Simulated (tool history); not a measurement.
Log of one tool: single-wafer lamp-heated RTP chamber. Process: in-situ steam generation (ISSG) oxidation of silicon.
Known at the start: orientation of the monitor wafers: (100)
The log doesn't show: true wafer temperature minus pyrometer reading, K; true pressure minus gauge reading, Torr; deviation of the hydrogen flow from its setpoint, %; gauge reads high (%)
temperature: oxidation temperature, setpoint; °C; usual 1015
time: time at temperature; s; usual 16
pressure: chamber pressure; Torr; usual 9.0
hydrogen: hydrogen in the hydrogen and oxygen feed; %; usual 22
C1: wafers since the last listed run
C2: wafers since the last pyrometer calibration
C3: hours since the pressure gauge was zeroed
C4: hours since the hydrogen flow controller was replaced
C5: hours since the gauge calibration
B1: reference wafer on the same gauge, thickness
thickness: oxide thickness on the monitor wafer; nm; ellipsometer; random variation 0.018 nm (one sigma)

Run 1, hour 0.0: usual settings; C1 0; C2 1982; C3 3607.4; C4 5133.9; C5 331.2; B1 5.489. Result: thickness 5.013 nm.
Run 2, hour 6.2: usual settings; C1 37; C2 2020; C3 3613.6; C4 5140.1; C5 337.4; B1 5.502. Result: thickness 5.033 nm.
Run 3, hour 16.5: usual settings; C1 62; C2 2083; C3 3623.9; C4 5150.4; C5 347.7; B1 5.497. Result: thickness 5.066 nm.
At hour 30.0: gauge calibrated.
Run 4, hour 31.5: usual settings; C1 91; C2 2174; C3 3638.9; C4 5165.4; C5 1.5; B1 5.501. Result: thickness 5.038 nm.
At hour 43.1: hydrogen flow controller replaced.
Run 5, hour 44.9: usual settings but hydrogen 20 %; C1 32; C2 2207; C3 3652.3; C4 1.8; C5 14.9; B1 5.503. Result: thickness 4.948 nm.
Run 6, hour 58.9: usual settings but hydrogen 20 %; C1 85; C2 2293; C3 3666.3; C4 15.8; C5 28.9; B1 5.490. Result: thickness 4.934 nm.
Run 7, hour 70.4: usual settings but hydrogen 20 %; C1 70; C2 2363; C3 3677.8; C4 27.3; C5 40.4; B1 5.496. Result: thickness 4.943 nm.
Run 8, hour 78.7: usual settings but temperature 1029 °C, time 21 s, hydrogen 18 %; C1 50; C2 2414; C3 3686.1; C4 35.6; C5 48.7; B1 5.501. Result: thickness 5.942 nm.
Run 9, hour 125.7: usual settings but temperature 1010 °C, time 12 s, pressure 8.6 Torr, hydrogen 14 %; C1 287; C2 2701; C3 3733.1; C4 82.6; C5 95.7; B1 5.507. Result: thickness 3.919 nm.
Run 10, hour 143.5: usual settings; C1 108; C2 2810; C3 3750.9; C4 100.4; C5 113.5; B1 5.498. Result: thickness 5.117 nm.
At hour 162.4: pyrometer window cleaned and pyrometer calibrated.
Run 11, hour 162.9: usual settings; C1 69; C2 3; C3 3770.3; C4 119.8; C5 132.9; B1 5.507. Result: thickness 4.840 nm.
Run 12, hour 172.9: usual settings; C1 61; C2 64; C3 3780.3; C4 129.8; C5 142.9; B1 5.501. Result: thickness 4.848 nm.
Run 13, hour 182.3: usual settings but hydrogen 26 %; C1 57; C2 121; C3 3789.7; C4 139.2; C5 152.3; B1 5.489. Result: thickness 5.115 nm.
Run 14, hour 196.8: usual settings but temperature 1031 °C, time 14 s, pressure 7.8 Torr, hydrogen 27 %; C1 88; C2 210; C3 3804.2; C4 153.7; C5 166.8; B1 5.499. Result: thickness 5.235 nm.
Run 15, hour 212.4: usual settings but temperature 1008 °C, time 14 s, pressure 7.9 Torr, hydrogen 19 %; C1 95; C2 305; C3 3819.8; C4 169.3; C5 182.4; B1 5.499. Result: thickness 4.332 nm.
At hour 225.4: pressure gauge zeroed.
Run 16, hour 229.1: usual settings but temperature 1030 °C, time 14 s, pressure 9.5 Torr, hydrogen 30 %; C1 53; C2 358; C3 3.7; C4 186.0; C5 199.1; B1 5.508. Result: thickness 5.273 nm.
Run 17, hour 240.5: usual settings; C1 69; C2 428; C3 15.1; C4 197.4; C5 210.5; B1 5.502. Result: thickness 4.900 nm.
Run 18, hour 251.5: usual settings; C1 67; C2 495; C3 26.1; C4 208.4; C5 221.5; B1 5.502. Result: thickness 4.879 nm.
Run 19, hour 264.0: usual settings but temperature 1035 °C, hydrogen 28 %; C1 76; C2 571; C3 38.6; C4 220.9; C5 234.0; B1 5.491. Result: thickness 5.696 nm.
Run 20, hour 276.2: usual settings but temperature 1031 °C; C1 74; C2 646; C3 50.8; C4 233.1; C5 246.2; B1 5.492. Result: thickness 5.300 nm.
Run 21, hour 284.6: usual settings but pressure 7.8 Torr; C1 51; C2 697; C3 59.2; C4 241.5; C5 254.6; B1 5.495. Result: thickness 4.948 nm.
Run 22, hour 299.2: usual settings; C1 89; C2 786; C3 73.8; C4 256.1; C5 269.2; B1 5.501. Result: thickness 4.911 nm.
Run 23, hour 309.9: usual settings but time 13 s, hydrogen 19 %; C1 65; C2 852; C3 84.5; C4 266.8; C5 279.9; B1 5.511. Result: thickness 4.331 nm.
Run 24, hour 318.8: usual settings but temperature 1010 °C, time 12 s, pressure 8.6 Torr, hydrogen 14 %; C1 54; C2 906; C3 93.4; C4 275.7; C5 288.8; B1 5.497. Result: thickness 3.837 nm.
Run 25, hour 326.3: usual settings but pressure 7.6 Torr; C1 45; C2 952; C3 100.9; C4 283.2; C5 296.3; B1 5.502. Result: thickness 4.990 nm.

The next listed run, before its measurement:
Run 26, hour 338.1: usual settings but pressure 10.2 Torr; C1 72; C2 1024; C3 112.7; C4 295.0; C5 308.1; B1 ?. Result: thickness ?.

B1: 5.503
thickness: 4.857 nm
Without the tool's hidden state the same run would have given thickness 4.784 nm.

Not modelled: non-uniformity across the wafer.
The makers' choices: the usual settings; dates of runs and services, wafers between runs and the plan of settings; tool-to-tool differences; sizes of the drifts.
